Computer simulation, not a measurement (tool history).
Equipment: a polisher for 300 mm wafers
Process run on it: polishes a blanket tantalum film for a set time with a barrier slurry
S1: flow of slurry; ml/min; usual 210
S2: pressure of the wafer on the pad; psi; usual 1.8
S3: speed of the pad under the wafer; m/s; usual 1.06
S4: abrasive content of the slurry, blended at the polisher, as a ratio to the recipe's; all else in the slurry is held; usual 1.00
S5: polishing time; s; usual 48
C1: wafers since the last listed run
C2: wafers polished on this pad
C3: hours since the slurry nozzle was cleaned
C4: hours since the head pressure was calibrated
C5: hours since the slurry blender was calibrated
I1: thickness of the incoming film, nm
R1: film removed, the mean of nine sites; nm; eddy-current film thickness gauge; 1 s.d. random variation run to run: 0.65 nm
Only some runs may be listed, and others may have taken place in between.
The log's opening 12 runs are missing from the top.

{"run": 13, "hour": 1115.3, "S1": 210, "S2": 2.0, "S3": 0.72, "S4": 1.0, "S5": 48, "C1": 974, "C2": 1066, "C3": 588.9, "C4": 230.4, "C5": 379.0, "I1": 218.6, "R1": 60.1}
{"run": 14, "hour": 1194.9, "S1": 210, "S2": 1.8, "S3": 1.06, "S4": 1.0, "S5": 56, "C1": 962, "C2": 2028, "C3": 668.5, "C4": 310.0, "C5": 458.6, "I1": 222.1, "R1": 81.1}
{"run": 15, "hour": 1275.7, "S1": 250, "S2": 1.8, "S3": 1.06, "S4": 1.0, "S5": 33, "C1": 976, "C2": 3005, "C3": 749.3, "C4": 390.8, "C5": 539.4, "I1": 220.6, "R1": 49.0}
{"hour": 1307.4, "done": "slurry nozzle cleaned"}
{"run": 16, "hour": 1366.7, "S1": 210, "S2": 1.8, "S3": 1.06, "S4": 1.0, "S5": 48, "C1": 1088, "C2": 4093, "C3": 59.3, "C4": 481.8, "C5": 630.4, "I1": 219.7, "R1": 69.9}
{"hour": 1396.2, "done": "slurry blender recalibrated"}
{"run": 17, "hour": 1472.3, "S1": 210, "S2": 1.8, "S3": 1.06, "S4": 1.0, "S5": 48, "C1": 1252, "C2": 5345, "C3": 164.9, "C4": 587.4, "C5": 76.1, "I1": 223.6, "R1": 69.8}
{"run": 18, "hour": 1560.6, "S1": 210, "S2": 2.1, "S3": 0.78, "S4": 1.0, "S5": 48, "C1": 1067, "C2": 6413, "C3": 253.2, "C4": 675.7, "C5": 164.4, "I1": 218.2, "R1": 63.4}
{"run": 19, "hour": 1599.4, "S1": 210, "S2": 1.8, "S3": 0.76, "S4": 0.75, "S5": 48, "C1": 469, "C2": 6882, "C3": 292.0, "C4": 714.5, "C5": 203.2, "I1": 222.6, "R1": 51.3}
{"hour": 1622.2, "done": "worn pad replaced by a new one"}
{"run": 20, "hour": 1697.5, "S1": 210, "S2": 1.6, "S3": 1.2, "S4": 1.0, "S5": 48, "C1": 1137, "C2": 910, "C3": 390.1, "C4": 812.6, "C5": 301.3, "I1": 219.3, "R1": 68.9}
{"run": 21, "hour": 1784.5, "S1": 210, "S2": 1.8, "S3": 0.84, "S4": 1.0, "S5": 48, "C1": 1051, "C2": 1962, "C3": 477.1, "C4": 899.6, "C5": 388.3, "I1": 221.7, "R1": 60.3}
{"run": 22, "hour": 1853.3, "S1": 210, "S2": 1.8, "S3": 1.06, "S4": 1.0, "S5": 48, "C1": 831, "C2": 2793, "C3": 545.9, "C4": 968.4, "C5": 457.1, "I1": 220.3, "R1": 67.7}
{"run": 23, "hour": 1938.3, "S1": 210, "S2": 1.8, "S3": 1.32, "S4": 1.0, "S5": 48, "C1": 1027, "C2": 3821, "C3": 630.9, "C4": 1053.4, "C5": 542.1, "I1": 218.8, "R1": 78.9}
{"run": 24, "hour": 1989.9, "S1": 210, "S2": 1.8, "S3": 1.16, "S4": 1.1, "S5": 48, "C1": 623, "C2": 4445, "C3": 682.5, "C4": 1105.0, "C5": 593.7, "I1": 218.8, "R1": 74.4}
{"hour": 2021.5, "done": "slurry nozzle cleaned"}
{"run": 25, "hour": 2040.9, "S1": 270, "S2": 2.2, "S3": 1.06, "S4": 1.0, "S5": 48, "C1": 604, "C2": 5049, "C3": 19.4, "C4": 1156.0, "C5": 644.7, "I1": 218.3, "R1": 78.3}
{"hour": 2093.0, "done": "slurry blender recalibrated"}
{"run": 26, "hour": 2101.0, "S1": 210, "S2": 1.8, "S3": 1.34, "S4": 1.0, "S5": 62, "C1": 702, "C2": 5752, "C3": 79.5, "C4": 1216.1, "C5": 8.0, "I1": 218.4, "R1": 101.1}
{"run": 27, "hour": 2173.2, "S1": 210, "S2": 1.8, "S3": 1.06, "S4": 1.0, "S5": 48, "C1": 872, "C2": 6625, "C3": 151.7, "C4": 1288.3, "C5": 80.2, "I1": 217.4, "R1": 67.7}
{"hour": 2233.9, "done": "worn pad replaced by a new one"}
{"run": 28, "hour": 2249.0, "S1": 210, "S2": 1.8, "S3": 1.06, "S4": 1.0, "S5": 48, "C1": 868, "C2": 182, "C3": 227.5, "C4": 1364.1, "C5": 156.0, "I1": 220.1, "R1": 67.9}
{"run": 29, "hour": 2330.4, "S1": 180, "S2": 1.8, "S3": 0.9, "S4": 1.2, "S5": 63, "C1": 984, "C2": 1166, "C3": 308.9, "C4": 1445.5, "C5": 237.4, "I1": 219.4, "R1": 83.1}
{"hour": 2370.1, "done": "head pressure recalibrated"}
{"run": 30, "hour": 2385.2, "S1": 210, "S2": 2.3, "S3": 1.06, "S4": 1.0, "S5": 61, "C1": 638, "C2": 1805, "C3": 363.7, "C4": 15.1, "C5": 292.2, "I1": 218.6, "R1": 104.1}

Consider 4 possible next runs. They are alternatives, not a sequence: every one starts from the tool as it was left by run 30. What does each give?
{"run": "A", "hour": 2385.6, "S1": 210, "S2": 1.8, "S3": 0.8, "S4": 1.0, "S5": 48, "C1": 4, "C2": 1809, "C3": 364.1, "C4": 15.5, "C5": 292.6, "I1": 222.3, "R1": "?"}
{"run": "B", "hour": 2385.6, "S1": 155, "S2": 1.8, "S3": 1.28, "S4": 1.0, "S5": 33, "C1": 4, "C2": 1809, "C3": 364.1, "C4": 15.5, "C5": 292.6, "I1": 222.3, "R1": "?"}
{"run": "C", "hour": 2385.6, "S1": 210, "S2": 1.2, "S3": 1.2, "S4": 1.25, "S5": 48, "C1": 4, "C2": 1809, "C3": 364.1, "C4": 15.5, "C5": 292.6, "I1": 222.3, "R1": "?"}
{"run": "D", "hour": 2385.6, "S1": 210, "S2": 1.5, "S3": 0.8, "S4": 1.0, "S5": 54, "C1": 4, "C2": 1809, "C3": 364.1, "C4": 15.5, "C5": 292.6, "I1": 222.3, "R1": "?"}

run=A R1=59.5
run=B R1=52.5
run=C R1=63.6
run=D R1=60.0
With no hidden state in the tool, these same runs would have given:
run=A R1=59.6
run=B R1=52.6
run=C R1=63.7
run=D R1=60.1

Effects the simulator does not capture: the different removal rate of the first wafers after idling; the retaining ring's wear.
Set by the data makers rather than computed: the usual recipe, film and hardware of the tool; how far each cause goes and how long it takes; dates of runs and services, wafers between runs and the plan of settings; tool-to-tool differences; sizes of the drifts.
